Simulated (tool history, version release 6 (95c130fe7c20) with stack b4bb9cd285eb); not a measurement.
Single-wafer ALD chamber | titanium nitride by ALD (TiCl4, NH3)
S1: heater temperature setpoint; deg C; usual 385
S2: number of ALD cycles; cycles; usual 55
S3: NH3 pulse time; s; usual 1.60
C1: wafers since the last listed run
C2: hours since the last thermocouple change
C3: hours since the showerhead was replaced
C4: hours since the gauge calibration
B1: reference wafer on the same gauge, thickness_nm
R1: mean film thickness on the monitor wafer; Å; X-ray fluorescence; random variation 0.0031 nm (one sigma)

| run | day | S1 | S2 | S3 | C1 | C2 | C3 | C4 | B1 | R1 |
|---|---|---|---|---|---|---|---|---|---|---|
| 1 | 0.000 | 385 | 55 | 1.60 | 0 | 1518.2 | 5637.5 | 159.9 | 1.282 | 12.57 |
| 2 | 0.950 | 385 | 52 | 2.11 | 117 | 1541.0 | 5660.3 | 182.7 | 1.280 | 12.01 |
| 3 | 1.875 | 385 | 58 | 1.60 | 114 | 1563.2 | 5682.5 | 204.9 | 1.281 | 13.25 |
| 4 | 2.525 | 385 | 58 | 1.60 | 80 | 1578.8 | 5698.1 | 220.5 | 1.279 | 13.20 |
| 5 | 3.050 | 385 | 58 | 1.60 | 65 | 1591.4 | 5710.7 | 233.1 | 1.280 | 13.24 |
| 6 | 3.962 | 385 | 55 | 1.60 | 113 | 1613.3 | 5732.6 | 255.0 | 1.280 | 12.52 |
| 7 | 4.983 | 385 | 55 | 1.60 | 126 | 1637.8 | 5757.1 | 279.5 | 1.282 | 12.44 |
| 8 | 5.638 | 385 | 55 | 1.60 | 81 | 1653.5 | 5772.8 | 295.2 | 1.279 | 12.50 |
| 9 | 6.525 | 385 | 55 | 1.60 | 110 | 1674.8 | 5794.1 | 316.5 | 1.280 | 12.52 |
| 10 | 7.846 | 385 | 61 | 1.60 | 164 | 1706.5 | 5825.8 | 348.2 | 1.280 | 13.87 |
| 11 | 12.046 | 385 | 62 | 2.09 | 521 | 1807.3 | 5926.6 | 449.0 | 1.280 | 14.41 |
| 12 | 12.929 | 385 | 62 | 2.09 | 109 | 1828.5 | 5947.8 | 470.2 | 1.279 | 14.31 |
| 13 | 14.329 | 396 | 58 | 1.60 | 173 | 1862.1 | 5981.4 | 503.8 | 1.280 | 13.37 |
| 14 | 15.446 | 396 | 58 | 1.60 | 138 | 1888.9 | 6008.2 | 530.6 | 1.281 | 13.37 |
| 15 | 16.208 | 385 | 55 | 1.34 | 94 | 1907.2 | 6026.5 | 548.9 | 1.280 | 12.33 |
| 16 | 17.071 | 385 | 55 | 1.34 | 107 | 1927.9 | 6047.2 | 569.6 | 1.281 | 12.36 |
| 17 | 18.538 | 385 | 63 | 1.60 | 182 | 1963.1 | 6082.4 | 604.8 | 1.281 | 14.33 |
|  | 18.608 | gauge calibrated |
| 18 | 19.983 | 396 | 46 | 1.02 | 179 | 1997.8 | 6117.1 | 33.0 | 1.281 | 10.33 |
| 19 | 21.396 | 385 | 55 | 1.60 | 175 | 2031.7 | 6151.0 | 66.9 | 1.280 | 12.53 |
| 20 | 21.979 | 385 | 47 | 1.60 | 72 | 2045.7 | 6165.0 | 80.9 | 1.280 | 10.70 |
| 21 | 22.762 | 385 | 55 | 1.60 | 97 | 2064.5 | 6183.8 | 99.7 | 1.281 | 12.52 |
|  | 23.467 | showerhead replaced |
| 22 | 25.754 | 391 | 64 | 2.20 | 330 | 2136.3 | 54.9 | 171.5 | 1.280 | 14.84 |
| 23 | 26.629 | 378 | 55 | 1.24 | 108 | 2157.3 | 75.9 | 192.5 | 1.279 | 12.14 |
| 24 | 27.275 | 376 | 46 | 1.08 | 80 | 2172.8 | 91.4 | 208.0 | 1.280 | 10.02 |
| 25 | 27.962 | 391 | 46 | 1.60 | 85 | 2189.3 | 107.9 | 224.5 | 1.280 | 10.52 |
|  | 28.308 | thermocouple changed; heater temperature recalibrated |
| 26 | 28.929 | 385 | 55 | 1.60 | 78 | 14.9 | 131.1 | 247.7 | 1.279 | 12.55 |
| 27 | 29.788 | 397 | 59 | 1.99 | 106 | 35.5 | 151.7 | 268.3 | 1.279 | 13.79 |
| 28 | 31.079 | 385 | 55 | 1.60 | 160 | 66.5 | 182.7 | 299.3 | 1.279 | 12.46 |
| 29 | 32.388 | 385 | 55 | 1.60 | 162 | 97.9 | 214.1 | 330.7 | 1.280 | 12.55 |
| 30 | 33.792 | 385 | 55 | 1.60 | 174 | 131.6 | 247.8 | 364.4 | 1.282 | 12.55 |
| 31 | 35.054 | 392 | 62 | 1.60 | 156 | 161.9 | 278.1 | 394.7 | 1.280 | 14.16 |
| 32 | 36.471 | 379 | 47 | 1.60 | 175 | 195.9 | 312.1 | 428.7 | 1.281 | 10.64 |
| 33 | 37.329 | 385 | 55 | 1.60 | 106 | 216.5 | 332.7 | 449.3 | 1.280 | 12.51 |
| 34 | 38.221 | 396 | 55 | 1.60 | 110 | 237.9 | 354.1 | 470.7 | 1.282 | 12.66 |
| 35 | 39.075 | 385 | 50 | 1.60 | 106 | 258.4 | 374.6 | 491.2 | 1.280 | 11.36 |

5 ways to go on from here, each from the tool as it stands after run 35. What would each give?
| A | 39.096 | 385 | 55 | 1.60 | 2 | 258.9 | 375.1 | 491.7 | ? | ? |
| B | 39.096 | 373 | 61 | 1.07 | 2 | 258.9 | 375.1 | 491.7 | ? | ? |
| C | 39.096 | 390 | 65 | 1.42 | 2 | 258.9 | 375.1 | 491.7 | ? | ? |
| D | 39.096 | 385 | 65 | 1.60 | 2 | 258.9 | 375.1 | 491.7 | ? | ? |
| E | 39.096 | 375 | 52 | 1.60 | 2 | 258.9 | 375.1 | 491.7 | ? | ? |

| run | B1 | R1 |
|---|---|---|
| A | 1.281 | 12.53 |
| B | 1.281 | 13.17 |
| C | 1.281 | 14.78 |
| D | 1.281 | 14.80 |
| E | 1.281 | 11.70 |
Without the tool's hidden state the same runs would have given:
| run | R1 |
|---|---|
| A | 12.53 |
| B | 13.17 |
| C | 14.78 |
| D | 14.80 |
| E | 11.70 |

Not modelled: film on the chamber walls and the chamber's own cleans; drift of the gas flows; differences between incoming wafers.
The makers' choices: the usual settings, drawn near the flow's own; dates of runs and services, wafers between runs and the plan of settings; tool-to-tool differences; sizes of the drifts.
